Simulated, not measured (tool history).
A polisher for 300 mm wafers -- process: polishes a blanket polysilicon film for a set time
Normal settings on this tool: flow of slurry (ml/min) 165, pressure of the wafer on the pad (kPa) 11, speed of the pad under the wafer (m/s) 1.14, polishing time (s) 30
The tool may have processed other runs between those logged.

run	day	flow of slurry (ml/min)	pressure of the wafer on the pad (kPa)	speed of the pad under the wafer (m/s)	polishing time (s)	incoming thickness of the incoming film, nm	film removed (angstrom)
1	0	165	11	1.46	30	903.2	2172
2	0.538	165	11	1.46	30	902.8	2187
3	1.825	165	11	1.14	30	889.7	1698
4	2.829	165	11	1.14	30	907.1	1683
5	3.779	165	11	1.14	30	884.8	1706
6	4.754	165	9.7	0.94	30	887.1	1227
# day 4.917: slurry nozzle cleaned
7	5.983	165	9.7	0.94	30	906.4	1275
8	7.154	165	11	0.96	30	899.9	1484
# day 8.067: worn pad replaced by a new one
9	8.088	165	11	0.96	30	898.1	1474
10	9.312	165	11	1.14	30	902	1730
11	9.821	165	11	1.02	30	897	1555
12	10.546	135	11	1.14	30	920.6	1637
# day 11.242: head pressure recalibrated
13	11.988	135	11	1.14	30	916.5	1631
14	12.917	165	11	1.14	30	891.5	1716
15	13.908	165	11	1.14	30	899.2	1725
16	14.55	185	15.2	1.14	34	898.5	2735
17	15.367	165	11	1.14	30	883	1715
18	16.221	125	7.6	0.74	36	895.9	843
# day 16.85: worn pad replaced by a new one
19	17.246	165	11	1.42	30	886.3	2112
20	17.896	165	11	1.14	30	911.4	1683
# day 18.183: slurry nozzle cleaned
21	18.542	140	8.3	1.34	20	901.9	1034
22	19.071	200	11	1.14	30	899.7	1863
23	19.992	165	11	1.14	24	881.6	1432
24	21.033	165	11	1.14	30	908.3	1766
25	22.775	135	9	1.4	35	891.9	1950
26	23.496	195	9.7	1.14	33	912.9	1712
27	24.004	120	14.5	1.14	37	901.9	2613
28	24.579	190	11	1.54	30	909.5	2406
# day 25.342: worn pad replaced by a new one
29	25.9	165	11	1.14	33	896.3	1896

Predict the results of run 30:
30	27.212	165	14.5	1.14	22	914.7	?

{"run 30": {"film removed (angstrom)": 1662}}
Were there no unlogged condition in the tool, this run, its random variation unchanged, would have produced film removed (angstrom) 1747.
